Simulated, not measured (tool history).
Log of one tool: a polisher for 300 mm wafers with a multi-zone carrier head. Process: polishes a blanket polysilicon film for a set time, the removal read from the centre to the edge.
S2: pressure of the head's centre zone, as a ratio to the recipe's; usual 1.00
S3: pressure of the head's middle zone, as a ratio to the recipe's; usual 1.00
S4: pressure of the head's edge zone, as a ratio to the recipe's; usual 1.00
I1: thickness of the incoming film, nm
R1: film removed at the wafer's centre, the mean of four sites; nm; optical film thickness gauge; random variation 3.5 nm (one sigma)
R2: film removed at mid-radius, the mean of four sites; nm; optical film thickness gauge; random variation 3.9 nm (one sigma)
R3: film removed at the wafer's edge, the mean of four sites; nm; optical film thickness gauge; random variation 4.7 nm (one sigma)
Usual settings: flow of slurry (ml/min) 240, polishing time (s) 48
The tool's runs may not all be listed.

Run 1, hour 0.0: usual settings; I1 984.3. Result: R1 301.1 nm, R2 306.5 nm, R3 316.0 nm.
Run 2, hour 48.1: usual settings; I1 981.7. Result: R1 299.1 nm, R2 316.1 nm, R3 316.9 nm.
Run 3, hour 121.0: usual settings but S2 1.04; I1 975.9. Result: R1 300.4 nm, R2 307.4 nm, R3 312.2 nm.
At hour 196.9: slurry nozzle cleaned.
At hour 201.7: centre zone pressure recalibrated.
Run 4, hour 216.3: usual settings but S2 1.04; I1 969.0. Result: R1 325.3 nm, R2 318.0 nm, R3 316.3 nm.
Run 5, hour 278.3: usual settings but S2 1.04; I1 972.9. Result: R1 323.8 nm, R2 314.2 nm, R3 314.0 nm.
At hour 307.5: worn pad replaced by a new one.
Run 6, hour 319.5: usual settings; I1 976.7. Result: R1 308.8 nm, R2 310.9 nm, R3 312.6 nm.
At hour 353.6: edge zone pressure recalibrated.
Run 7, hour 359.7: usual settings; I1 977.9. Result: R1 308.1 nm, R2 311.8 nm, R3 304.5 nm.
Run 8, hour 412.0: usual settings; I1 989.0. Result: R1 309.3 nm, R2 316.0 nm, R3 312.3 nm.
At hour 491.8: slurry nozzle cleaned.
Run 9, hour 515.7: usual settings but flow of slurry (ml/min) 180; I1 979.8. Result: R1 295.7 nm, R2 303.4 nm, R3 313.0 nm.
Run 10, hour 582.5: usual settings but flow of slurry (ml/min) 180; I1 972.7. Result: R1 286.1 nm, R2 297.0 nm, R3 308.5 nm.
Run 11, hour 623.7: usual settings but S3 1.05; I1 973.0. Result: R1 296.4 nm, R2 313.2 nm, R3 315.9 nm.
At hour 656.1: worn pad replaced by a new one.
Run 12, hour 660.0: usual settings but flow of slurry (ml/min) 205, S2 0.89, S3 0.94; I1 963.6. Result: R1 275.0 nm, R2 286.6 nm, R3 312.8 nm.
Run 13, hour 735.5: usual settings; I1 969.8. Result: R1 283.1 nm, R2 305.3 nm, R3 305.0 nm.
Run 14, hour 797.2: usual settings but flow of slurry (ml/min) 290, S2 0.95, S4 0.89; I1 977.3. Result: R1 280.9 nm, R2 312.1 nm, R3 287.6 nm.
At hour 811.0: slurry nozzle cleaned.
At hour 813.1: centre zone pressure recalibrated.
Run 15, hour 904.7: usual settings; I1 981.7. Result: R1 307.4 nm, R2 319.3 nm, R3 307.7 nm.
At hour 942.1: worn pad replaced by a new one.
Run 16, hour 953.7: usual settings but S4 1.11; I1 981.5. Result: R1 305.9 nm, R2 319.6 nm, R3 337.7 nm.
Run 17, hour 996.2: usual settings but flow of slurry (ml/min) 275, S3 1.09, polishing time (s) 63; I1 974.4. Result: R1 403.9 nm, R2 437.0 nm, R3 415.4 nm.
At hour 1007.3: carrier head's membrane replaced by a new one.
Run 18, hour 1103.5: usual settings but S3 1.05, S4 1.10, polishing time (s) 60; I1 984.1. Result: R1 371.4 nm, R2 390.2 nm, R3 397.6 nm.
Run 19, hour 1145.9: usual settings but S2 0.89, S4 0.94, polishing time (s) 33; I1 962.5. Result: R1 185.9 nm, R2 203.9 nm, R3 203.2 nm.
At hour 1182.1: slurry nozzle cleaned.
Run 20, hour 1188.9: usual settings; I1 985.6. Result: R1 307.2 nm, R2 328.1 nm, R3 320.6 nm.
Run 21, hour 1250.6: usual settings but flow of slurry (ml/min) 265; I1 966.3. Result: R1 306.7 nm, R2 313.2 nm, R3 310.4 nm.
At hour 1302.8: worn pad replaced by a new one.
Run 22, hour 1332.4: usual settings but S2 1.09, polishing time (s) 35; I1 971.2. Result: R1 229.4 nm, R2 224.7 nm, R3 224.9 nm.
Run 23, hour 1437.3: usual settings but S4 0.96, polishing time (s) 32; I1 961.9. Result: R1 195.0 nm, R2 201.5 nm, R3 201.6 nm.

3 ways to go on from here, each from the tool as it stands after run 23. What would each give?
Run A, hour 1437.7: usual settings but polishing time (s) 60; I1 990.8. Result: R1 ?, R2 ?, R3 ?.
Run B, hour 1437.7: usual settings but flow of slurry (ml/min) 270, S2 0.88, S3 0.92, polishing time (s) 41; I1 990.8. Result: R1 ?, R2 ?, R3 ?.
Run C, hour 1437.7: usual settings but flow of slurry (ml/min) 180, S2 0.92, S4 1.03, polishing time (s) 34; I1 990.8. Result: R1 ?, R2 ?, R3 ?.

run     R1     R2     R3
  A  367.3  380.0  377.4
  B  238.2  247.0  261.0
  C  190.2  206.8  210.7
Without the tool's hidden state the same runs would have given:
run     R1     R2     R3
  A  408.1  395.8  389.2
  B  263.6  256.3  268.4
  C  213.8  217.6  218.7

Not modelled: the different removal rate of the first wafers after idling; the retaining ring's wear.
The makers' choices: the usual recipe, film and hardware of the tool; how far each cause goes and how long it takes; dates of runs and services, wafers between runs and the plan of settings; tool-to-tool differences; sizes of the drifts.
